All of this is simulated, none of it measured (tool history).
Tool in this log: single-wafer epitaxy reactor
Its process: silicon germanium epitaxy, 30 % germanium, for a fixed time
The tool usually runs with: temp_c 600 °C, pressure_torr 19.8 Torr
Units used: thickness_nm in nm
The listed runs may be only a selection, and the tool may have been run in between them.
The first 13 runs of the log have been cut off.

run    hour  temp_c  pressure_torr  wafers since the last listed run  hours since the last pyrometer calibration  hours since the last manometer calibration  hours since the showerhead was replaced  hours since the gauge calibration  read-back reference wafer on the same gauge, thickness_nm  thickness_nm
 14   656.0     589           19.8                               676                                       476.6                                      2097.0                                   5212.4                               33.4                                                     55.693        45.107
 15   725.1     589           19.8                              1518                                       545.7                                      2166.1                                   5281.5                              102.5                                                     55.700        44.112
      803.9  -- showerhead replaced
 16   849.2     600           19.8                              2551                                       669.8                                      2290.2                                     45.3                              226.6                                                     55.684        56.248
 17   897.0     593           19.8                              1050                                       717.6                                      2338.0                                     93.1                              274.4                                                     55.746        48.433
 18   932.6     600           19.8                               782                                       753.2                                      2373.6                                    128.7                              310.0                                                     55.763        56.220
 19   973.1     600           16.9                               890                                       793.7                                      2414.1                                    169.2                              350.5                                                     55.774        52.653
 20  1000.9     600           21.2                               611                                       821.5                                      2441.9                                    197.0                              378.3                                                     55.674        57.750
 21  1053.2     610           14.9                              1149                                       873.8                                      2494.2                                    249.3                              430.6                                                     55.675        60.947
 22  1162.3     595           17.2                              2397                                       982.9                                      2603.3                                    358.4                              539.7                                                     55.751        47.667
 23  1193.0     595           17.5                               674                                      1013.6                                      2634.0                                    389.1                              570.4                                                     55.717        47.767
     1230.4  -- pyrometer calibrated
     1230.7  -- capacitance manometer re-zeroed and calibrated
 24  1233.3     590           16.2                               701                                         2.9                                         2.6                                    429.4                              610.7                                                     55.743        42.739
 25  1267.6     587           17.4                               753                                        37.2                                        36.9                                    463.7                              645.0                                                     55.611        41.140
 26  1303.1     586           22.0                               780                                        72.7                                        72.4                                    499.2                              680.5                                                     55.712        44.420
 27  1372.4     600           19.8                              1523                                       142.0                                       141.7                                    568.5                              749.8                                                     55.596        56.543
 28  1411.9     600           19.8                               868                                       181.5                                       181.2                                    608.0                              789.3                                                     55.723        56.944
 29  1478.4     588           23.3                              1461                                       248.0                                       247.7                                    674.5                              855.8                                                     55.574        46.810
 30  1524.1     595           19.8                              1004                                       293.7                                       293.4                                    720.2                              901.5                                                     55.780        50.470
 31  1568.2     610           23.5                               969                                       337.8                                       337.5                                    764.3                              945.6                                                     55.673        74.305

Forecast each of these 3 alternatives for the next run:
  A  1568.6     600           24.5                                 8                                       338.2                                       337.9                                    764.7                              946.0                                                          ?             ?
  B  1568.6     588           19.8                                 8                                       338.2                                       337.9                                    764.7                              946.0                                                          ?             ?
  C  1568.6     610           21.9                                 8                                       338.2                                       337.9                                    764.7                              946.0                                                          ?             ?

run  read-back reference wafer on the same gauge, thickness_nm  thickness_nm
  A                                                     55.634        61.653
  B                                                     55.634        43.643
  C                                                     55.634        72.221
Without the tool's hidden state the same runs would have given:
run  thickness_nm
  A        62.757
  B        44.449
  C        73.481
